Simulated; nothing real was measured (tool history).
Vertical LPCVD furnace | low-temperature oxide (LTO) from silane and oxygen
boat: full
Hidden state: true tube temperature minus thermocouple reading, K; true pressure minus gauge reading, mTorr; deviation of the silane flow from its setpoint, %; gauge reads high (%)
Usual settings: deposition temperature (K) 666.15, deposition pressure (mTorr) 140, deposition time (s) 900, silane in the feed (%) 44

run	hour	deposition temperature (K)	deposition pressure (mTorr)	deposition time (s)	silane in the feed (%)	wafers since the last listed run	hours since the last temperature calibration	hours since the pressure gauge was zeroed	hours since the silane flow controller was replaced	hours since the gauge calibration	read-back reference wafer on the same gauge, thickness	film thickness on the monitor wafer in the middle of the boat (Å)
1	0	666.15	140	900	44	0	2698.4	2054.8	5054.9	23.7	79.04	920.7
2	83.5	666.15	140	900	44	2004	2781.9	2138.3	5138.4	107.2	79.05	918.9
3	222.9	666.15	140	900	44	3345	2921.3	2277.7	5277.8	246.6	79.05	918.9
4	261.8	666.15	110	900	44	933	2960.2	2316.6	5316.7	285.5	79.07	721.9
5	328.4	666.15	140	900	44	1598	3026.8	2383.2	5383.3	352.1	79.07	917
# hour 396.4: thermocouples replaced and temperature profile calibrated
6	396.9	666.15	140	810	44	1068	0.5	2451.7	5451.8	420.6	79.05	799.6
7	437.1	666.15	140	810	44	964	40.7	2491.9	5492	460.8	79.11	797.2
8	472.6	666.15	140	810	44	852	76.2	2527.4	5527.5	496.3	79.13	803.6
# hour 511.2: silane flow controller replaced
9	514.1	666.15	140	1020	44	420	117.7	2568.9	2.9	537.8	79.07	1053.6
10	547.8	666.15	130	900	44	808	151.4	2602.6	36.6	571.5	79.07	866.9
11	602	666.15	160	900	44	1300	205.6	2656.8	90.8	625.7	79.1	1067
12	648.4	666.15	160	900	44	1113	252	2703.2	137.2	672.1	79.16	1066.8
13	697.6	666.15	140	900	44	1180	301.2	2752.4	186.4	721.3	79.11	934
14	766.7	666.15	140	900	44	1658	370.3	2821.5	255.5	790.4	79.07	937.9
15	795.6	657.15	115	630	47	693	399.2	2850.4	284.4	819.3	79.15	521.8
16	820.4	666.15	150	900	38	595	424	2875.2	309.2	844.1	79.1	845.7
# hour 848.5: gauge calibrated
17	891.3	666.15	170	1230	44	1701	494.9	2946.1	380.1	42.8	79.06	1553.8
# hour 956.1: pressure gauge zeroed
18	956.6	666.15	130	750	44	991	560.2	0.5	445.4	108.1	79.1	723
19	1016.6	666.15	140	900	44	1440	620.2	60.5	505.4	168.1	79.06	939.7
20	1139.3	666.15	140	900	44	2944	742.9	183.2	628.1	290.8	79.05	937.1
21	1175.1	666.15	140	900	44	859	778.7	219	663.9	326.6	79.08	939.5
22	1220.4	676.15	155	660	48	1087	824	264.3	709.2	371.9	79.13	924.4
23	1253	670.15	140	900	44	782	856.6	296.9	741.8	404.5	79.11	981.2
24	1304.9	666.15	140	900	44	1245	908.5	348.8	793.7	456.4	79.1	942.7

5 ways to go on from here, each from the tool as it stands after run 24. What would each give?
A	1308.1	666.15	140	900	44	76	911.7	352	796.9	459.6	?	?
B	1308.1	662.15	165	990	49	76	911.7	352	796.9	459.6	?	?
C	1308.1	666.15	140	900	44	76	911.7	352	796.9	459.6	?	?
D	1308.1	666.15	175	900	47	76	911.7	352	796.9	459.6	?	?
E	1308.1	666.15	125	630	44	76	911.7	352	796.9	459.6	?	?

run	read-back reference wafer on the same gauge, thickness	film thickness on the monitor wafer in the middle of the boat (Å)
A	79.04	945.3
B	79.04	1304.1
C	79.04	945.3
D	79.04	1262.8
E	79.04	590.8
Without the tool's hidden state the same runs would have given:
run	film thickness on the monitor wafer in the middle of the boat (Å)
A	921.3
B	1273.9
C	921.3
D	1232.7
E	575.8
